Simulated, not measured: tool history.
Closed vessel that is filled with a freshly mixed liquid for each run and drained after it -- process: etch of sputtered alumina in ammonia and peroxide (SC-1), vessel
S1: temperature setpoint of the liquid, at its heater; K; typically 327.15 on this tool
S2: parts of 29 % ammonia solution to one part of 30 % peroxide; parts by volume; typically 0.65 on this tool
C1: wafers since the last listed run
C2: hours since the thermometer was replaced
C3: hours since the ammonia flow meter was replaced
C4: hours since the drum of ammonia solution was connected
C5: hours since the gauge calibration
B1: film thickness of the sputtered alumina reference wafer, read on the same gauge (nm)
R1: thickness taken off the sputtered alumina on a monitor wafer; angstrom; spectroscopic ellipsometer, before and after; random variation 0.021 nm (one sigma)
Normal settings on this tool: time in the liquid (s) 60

Run 1, day 0: usual settings but S2 0.5 parts by volume, time in the liquid (s) 50; C1 0; C2 679.7; C3 1365.6; C4 1009.5; C5 32.9; B1 109.98. Result: R1 39.4 angstrom.
Run 2, day 0.554: usual settings but S1 322.65 K; C1 1325; C2 693; C3 1378.9; C4 1022.8; C5 46.2; B1 109.98. Result: R1 37.9 angstrom.
Run 3, day 1.279: usual settings but S1 322.65 K; C1 1734; C2 710.4; C3 1396.3; C4 1040.2; C5 63.6; B1 110.04. Result: R1 37.7 angstrom.
Run 4, day 1.788: usual settings; C1 1215; C2 722.6; C3 1408.5; C4 1052.4; C5 75.8; B1 109.98. Result: R1 48.4 angstrom.
Run 5, day 2.196: usual settings; C1 976; C2 732.4; C3 1418.3; C4 1062.2; C5 85.6; B1 109.98. Result: R1 48.3 angstrom.
Run 6, day 2.567: usual settings; C1 886; C2 741.3; C3 1427.2; C4 1071.1; C5 94.5; B1 109.98. Result: R1 47.9 angstrom.
Run 7, day 2.908: usual settings; C1 817; C2 749.5; C3 1435.4; C4 1079.3; C5 102.7; B1 109.98. Result: R1 48.2 angstrom.
Run 8, day 3.475: usual settings; C1 1355; C2 763.1; C3 1449; C4 1092.9; C5 116.3; B1 109.97. Result: R1 47.9 angstrom.
Run 9, day 3.988: usual settings; C1 1225; C2 775.4; C3 1461.3; C4 1105.2; C5 128.6; B1 109.98. Result: R1 47.7 angstrom.
Run 10, day 4.642: usual settings; C1 1564; C2 791.1; C3 1477; C4 1120.9; C5 144.3; B1 110. Result: R1 47.8 angstrom.
Run 11, day 5.004: usual settings; C1 867; C2 799.8; C3 1485.7; C4 1129.6; C5 153; B1 110.02. Result: R1 48 angstrom.
At day 5.258: new drum of ammonia solution connected.
Run 12, day 5.288: usual settings; C1 578; C2 806.6; C3 1492.5; C4 0.7; C5 159.8; B1 110.02. Result: R1 47.4 angstrom.
Run 13, day 5.925: usual settings; C1 1524; C2 821.9; C3 1507.8; C4 16; C5 175.1; B1 110.02. Result: R1 47.7 angstrom.
Run 14, day 6.629: usual settings; C1 1684; C2 838.8; C3 1524.7; C4 32.9; C5 192; B1 110.01. Result: R1 47.9 angstrom.
At day 6.858: gauge calibrated.
Run 15, day 7.346: usual settings but S1 335.65 K; C1 1714; C2 856; C3 1541.9; C4 50.1; C5 11.7; B1 110.01. Result: R1 74.4 angstrom.
Run 16, day 9.058: usual settings but S1 333.15 K, S2 0.45 parts by volume; C1 4096; C2 897.1; C3 1583; C4 91.2; C5 52.8; B1 109.97. Result: R1 62.8 angstrom.
Run 17, day 10.046: usual settings; C1 2362; C2 920.8; C3 1606.7; C4 114.9; C5 76.5; B1 109.99. Result: R1 47.1 angstrom.
At day 10.262: ammonia flow meter replaced.
Run 18, day 10.317: usual settings but S2 0.55 parts by volume; C1 548; C2 927.3; C3 1.3; C4 121.4; C5 83; B1 110. Result: R1 46.3 angstrom.
Run 19, day 10.896: usual settings but S1 320.65 K, S2 0.4 parts by volume, time in the liquid (s) 85; C1 1385; C2 941.2; C3 15.2; C4 135.3; C5 96.9; B1 110.01. Result: R1 44.4 angstrom.
Run 20, day 11.175: usual settings but S1 334.15 K, S2 0.45 parts by volume; C1 667; C2 947.9; C3 21.9; C4 142; C5 103.6; B1 110.01. Result: R1 65.7 angstrom.
At day 11.375: thermometer replaced.
Run 21, day 11.867: usual settings but S1 332.65 K, S2 0.9 parts by volume; C1 1554; C2 11.8; C3 38.5; C4 158.6; C5 120.2; B1 110. Result: R1 70.8 angstrom.
Run 22, day 12.217: usual settings but S1 321.15 K, time in the liquid (s) 45; C1 837; C2 20.2; C3 46.9; C4 167; C5 128.6; B1 109.96. Result: R1 27.9 angstrom.
Run 23, day 12.475: usual settings; C1 617; C2 26.4; C3 53.1; C4 173.2; C5 134.8; B1 110.03. Result: R1 51.7 angstrom.
Run 24, day 12.896: usual settings but time in the liquid (s) 90; C1 1006; C2 36.5; C3 63.2; C4 183.3; C5 144.9; B1 110. Result: R1 77.3 angstrom.
Run 25, day 13.604: usual settings but S1 323.65 K, S2 0.8 parts by volume; C1 1694; C2 53.5; C3 80.2; C4 200.3; C5 161.9; B1 110. Result: R1 43.5 angstrom.
Run 26, day 13.954: usual settings but S1 321.65 K, S2 0.4 parts by volume, time in the liquid (s) 50; C1 837; C2 61.9; C3 88.6; C4 208.7; C5 170.3; B1 110. Result: R1 30.2 angstrom.
Run 27, day 14.442: usual settings but S1 335.65 K, S2 0.75 parts by volume, time in the liquid (s) 85; C1 1166; C2 73.6; C3 100.3; C4 220.4; C5 182; B1 109.97. Result: R1 114.3 angstrom.

Some steps in R1 between neighbouring runs. How much of each would the tool show without its hidden state too (settings, what came in, random variation), and how much is left for the hidden state, with any gauge scatter that isn't in both results?
Hidden conditions of the tool in this case: liquid colder than its thermometer reads (K); ammonia flow above the setpoint (%); ammonia solution weaker than its label (%); gauge reads high (%).
Run 14 -> 15: S1 327.15 -> 335.65, gauge calibrated. R1 +26.5 angstrom: hidden state -2.1, all else +28.6.
Run 20 -> 21: S1 334.15 -> 332.65, S2 0.45 -> 0.9, thermometer replaced. R1 +5.1 angstrom: hidden state +5.8, all else -0.7.
Run 21 -> 22: S1 332.65 -> 321.15, S2 0.9 -> 0.65, time in the liquid (s) 60 -> 45. R1 -42.9 angstrom: hidden state +0.2, all else -43.1.
Run 26 -> 27: S1 321.65 -> 335.65, S2 0.4 -> 0.75, time in the liquid (s) 50 -> 85. R1 +84.1 angstrom: hidden state -1, all else +85.1.

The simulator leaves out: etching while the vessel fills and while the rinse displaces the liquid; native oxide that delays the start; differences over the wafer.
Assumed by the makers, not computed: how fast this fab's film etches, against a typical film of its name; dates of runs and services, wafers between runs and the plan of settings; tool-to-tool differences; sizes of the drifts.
